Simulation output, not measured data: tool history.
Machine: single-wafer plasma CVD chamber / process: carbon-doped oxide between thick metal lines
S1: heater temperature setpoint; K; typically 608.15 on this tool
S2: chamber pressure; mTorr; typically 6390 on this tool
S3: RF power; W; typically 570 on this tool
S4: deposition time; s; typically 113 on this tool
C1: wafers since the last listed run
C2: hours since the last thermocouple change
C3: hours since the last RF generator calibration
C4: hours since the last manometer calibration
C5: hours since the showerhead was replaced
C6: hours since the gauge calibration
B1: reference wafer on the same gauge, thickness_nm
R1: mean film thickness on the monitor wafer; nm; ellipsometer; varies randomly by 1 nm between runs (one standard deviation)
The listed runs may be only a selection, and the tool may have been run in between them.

run,hour,S1,S2,S3,S4,C1,C2,C3,C4,C5,C6,B1,R1
1,0.0,608.15,6390,570,113,0,1946.0,1131.6,1461.8,4784.9,32.6,549.403,676.859
2,13.2,608.15,6390,570,129,134,1959.2,1144.8,1475.0,4798.1,45.8,549.065,775.143
3,22.5,614.15,6390,650,113,94,1968.5,1154.1,1484.3,4807.4,55.1,549.193,695.879
4,29.0,608.15,6390,570,113,66,1975.0,1160.6,1490.8,4813.9,61.6,548.786,676.678
5,38.0,608.15,6390,570,113,91,1984.0,1169.6,1499.8,4822.9,70.6,548.543,679.379
6,47.4,608.15,6390,570,113,96,1993.4,1179.0,1509.2,4832.3,80.0,548.584,677.176
# hour 69.3: thermocouple changed; heater temperature recalibrated
7,69.8,608.15,6390,570,113,147,0.5,1201.4,1531.6,4854.7,102.4,547.687,675.073
8,70.5,608.15,6390,570,113,7,1.2,1202.1,1532.3,4855.4,103.1,548.243,676.764
9,86.7,608.15,5200,570,113,165,17.4,1218.3,1548.5,4871.6,119.3,547.517,654.578
# hour 108.9: capacitance manometer re-zeroed and calibrated
# hour 110.3: RF generator calibrated
10,110.8,608.15,5690,465,131,151,41.5,0.5,1.9,4895.7,143.4,546.551,721.297
11,120.1,597.15,6390,650,113,94,50.8,9.8,11.2,4905.0,152.7,546.552,728.218
12,132.8,600.15,7810,635,100,129,63.5,22.5,23.9,4917.7,165.4,545.994,644.862
# hour 151.1: showerhead replaced
13,151.6,608.15,6390,570,113,110,82.3,41.3,42.7,0.5,184.2,545.087,672.905
# hour 159.2: gauge calibrated
14,178.8,613.15,6390,570,136,277,109.5,68.5,69.9,27.7,19.6,549.433,804.822
15,193.4,600.15,6390,570,92,149,124.1,83.1,84.5,42.3,34.2,549.580,565.752
16,201.8,593.15,7570,570,113,85,132.5,91.5,92.9,50.7,42.6,549.376,719.211
17,212.6,597.15,4990,505,127,110,143.3,102.3,103.7,61.5,53.4,549.722,724.985

4 options for the next run, each taken on its own from the tool as it stands now. Forecast them:
A,213.0,608.15,7430,570,113,4,143.7,102.7,104.1,61.9,53.8,?,?
B,213.0,599.15,6930,505,124,4,143.7,102.7,104.1,61.9,53.8,?,?
C,213.0,618.15,5290,680,105,4,143.7,102.7,104.1,61.9,53.8,?,?
D,213.0,593.15,7660,485,113,4,143.7,102.7,104.1,61.9,53.8,?,?

run,B1,R1
A,549.333,690.245
B,549.333,742.096
C,549.333,635.137
D,549.333,685.906
What these runs would have given with no unlogged condition in the tool:
run,R1
A,691.100
B,743.015
C,635.923
D,686.755

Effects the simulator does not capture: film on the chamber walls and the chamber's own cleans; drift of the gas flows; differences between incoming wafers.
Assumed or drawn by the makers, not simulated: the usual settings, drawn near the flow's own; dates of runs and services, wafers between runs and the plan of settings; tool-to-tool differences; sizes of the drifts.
